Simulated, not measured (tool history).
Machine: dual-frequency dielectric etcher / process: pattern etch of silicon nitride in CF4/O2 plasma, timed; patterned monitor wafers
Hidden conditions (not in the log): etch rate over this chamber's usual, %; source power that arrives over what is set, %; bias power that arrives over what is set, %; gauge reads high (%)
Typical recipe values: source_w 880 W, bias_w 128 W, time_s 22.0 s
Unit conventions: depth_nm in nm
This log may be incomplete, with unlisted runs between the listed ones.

run     day  source_w  bias_w  time_s  wafers since the last listed run  hours since the last wet clean  hours since the last source power generator calibration  hours since the last bias power generator calibration  hours since the last upper electrode change  hours since the gauge calibration  read-back reference wafer on the same gauge, depth_nm  depth_nm
  1   0.000       880     128    22.0                                 0                            50.9                                                   3639.0                                                 1185.6                                       2910.1                              901.4                                                   77.8      66.0
  2   0.842       880     128    22.0                               476                            71.1                                                   3659.2                                                 1205.8                                       2930.3                              921.6                                                   77.8      65.9
  3   2.142       880     128    22.0                               736                           102.3                                                   3690.4                                                 1237.0                                       2961.5                              952.8                                                   77.8      65.7
  4   3.112       880     128    22.0                               550                           125.6                                                   3713.7                                                 1260.3                                       2984.8                              976.1                                                   77.7      66.0
  5   7.558       880     118    22.0                              2519                           232.3                                                   3820.4                                                 1367.0                                       3091.5                             1082.8                                                   77.8      64.1
      8.892  -- upper electrode replaced
  6   8.912       880     118    22.0                               200                           264.8                                                   3852.9                                                 1399.5                                          0.5                             1115.3                                                   77.9      63.8
  7   9.754       880     118    22.0                               476                           285.0                                                   3873.1                                                 1419.7                                         20.7                             1135.5                                                   77.8      63.9
     10.504  -- gauge calibrated
  8  10.946       880     128    17.5                               675                           313.6                                                   3901.7                                                 1448.3                                         49.3                               10.6                                                   77.8      51.9
  9  11.688       880     106    22.0                               420                           331.4                                                   3919.5                                                 1466.1                                         67.1                               28.4                                                   77.9      61.8
 10  12.804      1040     128    22.0                               632                           358.2                                                   3946.3                                                 1492.9                                         93.9                               55.2                                                   77.7      76.6
 11  13.450      1040     128    22.0                               365                           373.7                                                   3961.8                                                 1508.4                                        109.4                               70.7                                                   77.8      76.5
 12  13.988       880     128    22.0                               304                           386.6                                                   3974.7                                                 1521.3                                        122.3                               83.6                                                   77.8      65.3
     15.112  -- wet clean of the chamber
 13  15.133       680     146    27.5                                82                             0.5                                                   4002.2                                                 1548.8                                        149.8                              111.1                                                   77.8      65.7
 14  18.067       880     128    28.0                              1662                            70.9                                                   4072.6                                                 1619.2                                        220.2                              181.5                                                   77.8      81.5
 15  18.812      1040     128    22.0                               422                            88.8                                                   4090.5                                                 1637.1                                        238.1                              199.4                                                   77.8      75.4
 16  19.592       880     128    22.0                               441                           107.5                                                   4109.2                                                 1655.8                                        256.8                              218.1                                                   77.8      64.3
     21.317  -- bias power generator calibrated
     22.612  -- wet clean of the chamber, repeated, since the last time left the tool worse
 17  22.633       800     128    27.0                              1062                             0.5                                                   4182.2                                                   31.6                                        329.8                              291.1                                                   77.7      74.3
 18  22.833       800     147    16.5                               113                             5.3                                                   4187.0                                                   36.4                                        334.6                              295.9                                                   77.8      47.3
 19  23.667       880     128    22.0                               472                            25.3                                                   4207.0                                                   56.4                                        354.6                              315.9                                                   77.8      66.1
     27.938  -- source power generator calibrated
 20  27.958      1100     113    19.0                              2337                           128.3                                                      0.5                                                  159.4                                        457.6                              418.9                                                   77.8      67.6
 21  29.004       780     100    19.5                               592                           153.4                                                     25.6                                                  184.5                                        482.7                              444.0                                                   77.8      48.2
 22  29.712       880     128    22.0                               401                           170.4                                                     42.6                                                  201.5                                        499.7                              461.0                                                   77.7      66.1
 23  31.142       880     128    22.0                               809                           204.7                                                     76.9                                                  235.8                                        534.0                              495.3                                                   77.9      65.6
 24  32.154      1010     111    15.5                               573                           229.0                                                    101.2                                                  260.1                                        558.3                              519.6                                                   77.7      50.8
 25  33.288      1010     159    24.0                               642                           256.2                                                    128.4                                                  287.3                                        585.5                              546.8                                                   77.8      87.6
 26  34.692       700     128    22.0                               795                           289.9                                                    162.1                                                  321.0                                        619.2                              580.5                                                   77.7      52.7
 27  35.529       730     158    20.0                               474                           310.0                                                    182.2                                                  341.1                                        639.3                              600.6                                                   77.9      53.4
 28  36.104       980     128    22.0                               325                           323.8                                                    196.0                                                  354.9                                        653.1                              614.4                                                   77.9      72.5
 29  36.912       880     154    26.5                               458                           343.2                                                    215.4                                                  374.3                                        672.5                              633.8                                                   77.8      82.8

Forecast each of these 5 alternatives for the next run:
  A  36.929       880     128    22.0                                 9                           343.6                                                    215.8                                                  374.7                                        672.9                              634.2                                                      ?         ?
  B  36.929       780     111    28.0                                 9                           343.6                                                    215.8                                                  374.7                                        672.9                              634.2                                                      ?         ?
  C  36.929       820     156    25.0                                 9                           343.6                                                    215.8                                                  374.7                                        672.9                              634.2                                                      ?         ?
  D  36.929       810     144    20.0                                 9                           343.6                                                    215.8                                                  374.7                                        672.9                              634.2                                                      ?         ?
  E  36.929       820     128    22.0                                 9                           343.6                                                    215.8                                                  374.7                                        672.9                              634.2                                                      ?         ?

run  read-back reference wafer on the same gauge, depth_nm  depth_nm
  A                                                   77.7      65.6
  B                                                   77.7      71.5
  C                                                   77.7      74.2
  D                                                   77.7      57.2
  E                                                   77.7      61.4
Without the tool's unlogged condition, the same runs would have read:
run  depth_nm
  A      66.4
  B      72.3
  C      75.1
  D      57.9
  E      62.1

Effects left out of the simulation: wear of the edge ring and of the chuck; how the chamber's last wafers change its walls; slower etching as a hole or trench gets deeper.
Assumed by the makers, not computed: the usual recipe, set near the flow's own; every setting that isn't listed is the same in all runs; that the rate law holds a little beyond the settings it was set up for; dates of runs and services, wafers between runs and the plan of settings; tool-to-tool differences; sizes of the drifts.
